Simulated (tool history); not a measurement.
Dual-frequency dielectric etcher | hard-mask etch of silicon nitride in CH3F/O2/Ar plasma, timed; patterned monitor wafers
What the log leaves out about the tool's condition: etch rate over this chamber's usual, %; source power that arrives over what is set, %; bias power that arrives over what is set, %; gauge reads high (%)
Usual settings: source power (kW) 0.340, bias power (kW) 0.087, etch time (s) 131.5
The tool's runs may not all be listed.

| run | hour | source power (kW) | bias power (kW) | etch time (s) | wafers since the last listed run | hours since the last wet clean | hours since the last source power generator calibration | hours since the last bias power generator calibration | hours since the last upper electrode change | hours since the gauge calibration | read-back reference wafer on the same gauge, depth_nm | mean etch depth across the wafer (nm) |
|---|---|---|---|---|---|---|---|---|---|---|---|---|
| 1 | 0.0 | 0.340 | 0.087 | 131.5 | 0 | 189.7 | 3496.5 | 3910.4 | 4144.0 | 89.4 | 96.7 | 90.3 |
| 2 | 52.1 | 0.340 | 0.087 | 131.5 | 305 | 241.8 | 3548.6 | 3962.5 | 4196.1 | 141.5 | 96.8 | 90.3 |
| 3 | 116.9 | 0.340 | 0.087 | 131.5 | 379 | 306.6 | 3613.4 | 4027.3 | 4260.9 | 206.3 | 96.7 | 90.2 |
| 4 | 149.3 | 0.340 | 0.087 | 131.5 | 189 | 339.0 | 3645.8 | 4059.7 | 4293.3 | 238.7 | 96.8 | 90.4 |
| 5 | 316.5 | 0.340 | 0.087 | 131.5 | 979 | 506.2 | 3813.0 | 4226.9 | 4460.5 | 405.9 | 96.7 | 90.8 |
| 6 | 341.5 | 0.340 | 0.087 | 131.5 | 146 | 531.2 | 3838.0 | 4251.9 | 4485.5 | 430.9 | 96.7 | 90.9 |
| 7 | 407.5 | 0.340 | 0.087 | 131.5 | 386 | 597.2 | 3904.0 | 4317.9 | 4551.5 | 496.9 | 96.7 | 90.8 |
|  | 446.5 | wet clean of the chamber |
| 8 | 477.3 | 0.340 | 0.098 | 150.0 | 268 | 30.8 | 3973.8 | 4387.7 | 4621.3 | 566.7 | 96.7 | 109.3 |
|  | 485.8 | source power generator calibrated |
| 9 | 527.0 | 0.340 | 0.087 | 131.5 | 267 | 80.5 | 41.2 | 4437.4 | 4671.0 | 616.4 | 96.7 | 88.8 |
| 10 | 560.8 | 0.340 | 0.087 | 131.5 | 197 | 114.3 | 75.0 | 4471.2 | 4704.8 | 650.2 | 96.7 | 88.8 |
| 11 | 629.4 | 0.340 | 0.087 | 131.5 | 401 | 182.9 | 143.6 | 4539.8 | 4773.4 | 718.8 | 96.6 | 88.9 |
|  | 670.7 | bias power generator calibrated |
| 12 | 676.7 | 0.340 | 0.087 | 131.5 | 253 | 230.2 | 190.9 | 6.0 | 4820.7 | 766.1 | 96.7 | 88.6 |
|  | 679.8 | gauge calibrated |
| 13 | 744.1 | 0.340 | 0.105 | 131.5 | 394 | 297.6 | 258.3 | 73.4 | 4888.1 | 64.3 | 96.8 | 96.6 |
| 14 | 795.0 | 0.340 | 0.087 | 131.5 | 298 | 348.5 | 309.2 | 124.3 | 4939.0 | 115.2 | 96.7 | 89.0 |
| 15 | 825.4 | 0.380 | 0.079 | 131.5 | 178 | 378.9 | 339.6 | 154.7 | 4969.4 | 145.6 | 96.8 | 90.5 |
| 16 | 858.9 | 0.300 | 0.099 | 131.5 | 196 | 412.4 | 373.1 | 188.2 | 5002.9 | 179.1 | 96.7 | 87.1 |
| 17 | 897.4 | 0.340 | 0.087 | 170.0 | 225 | 450.9 | 411.6 | 226.7 | 5041.4 | 217.6 | 96.7 | 115.4 |
| 18 | 962.4 | 0.370 | 0.087 | 131.5 | 380 | 515.9 | 476.6 | 291.7 | 5106.4 | 282.6 | 96.7 | 93.3 |
|  | 1011.6 | upper electrode replaced |
|  | 1027.3 | wet clean of the chamber |
| 19 | 1031.2 | 0.280 | 0.103 | 131.5 | 170 | 3.9 | 545.4 | 360.5 | 19.6 | 351.4 | 96.6 | 84.7 |
| 20 | 1089.3 | 0.310 | 0.095 | 115.5 | 340 | 62.0 | 603.5 | 418.6 | 77.7 | 409.5 | 96.7 | 76.6 |
| 21 | 1127.6 | 0.340 | 0.098 | 167.0 | 224 | 100.3 | 641.8 | 456.9 | 116.0 | 447.8 | 96.7 | 119.2 |
| 22 | 1175.9 | 0.340 | 0.087 | 131.5 | 282 | 148.6 | 690.1 | 505.2 | 164.3 | 496.1 | 96.6 | 88.7 |
| 23 | 1235.7 | 0.410 | 0.079 | 105.5 | 350 | 208.4 | 749.9 | 565.0 | 224.1 | 555.9 | 96.7 | 76.4 |
| 24 | 1295.8 | 0.340 | 0.098 | 131.5 | 351 | 268.5 | 810.0 | 625.1 | 284.2 | 616.0 | 96.7 | 93.5 |

What was the tool's hidden state at every run in the log?
etch rate over this chamber's usual, %: 0 across all the runs
bias power that arrives over what is set, %: 0 across all the runs
gauge reads high (%): 0 across all the runs
H1: source power that arrives over what is set, %
| run | H1 |
|---|---|
| 1 | 2.7 |
| 2 | 2.79 |
| 3 | 2.9 |
| 4 | 2.96 |
| 5 | 3.25 |
| 6 | 3.3 |
| 7 | 3.42 |
| 8 | 3.55 |
| 9 | -0.118 |
| 10 | -0.117 |
| 11 | -0.113 |
| 12 | -0.11 |
| 13 | -0.102 |
| 14 | -0.0956 |
| 15 | -0.0909 |
| 16 | -0.0853 |
| 17 | -0.0781 |
| 18 | -0.0645 |
| 19 | -0.0478 |
| 20 | -0.032 |
| 21 | -0.0207 |
| 22 | -0.00543 |
| 23 | 0.015 |
| 24 | 0.0372 |
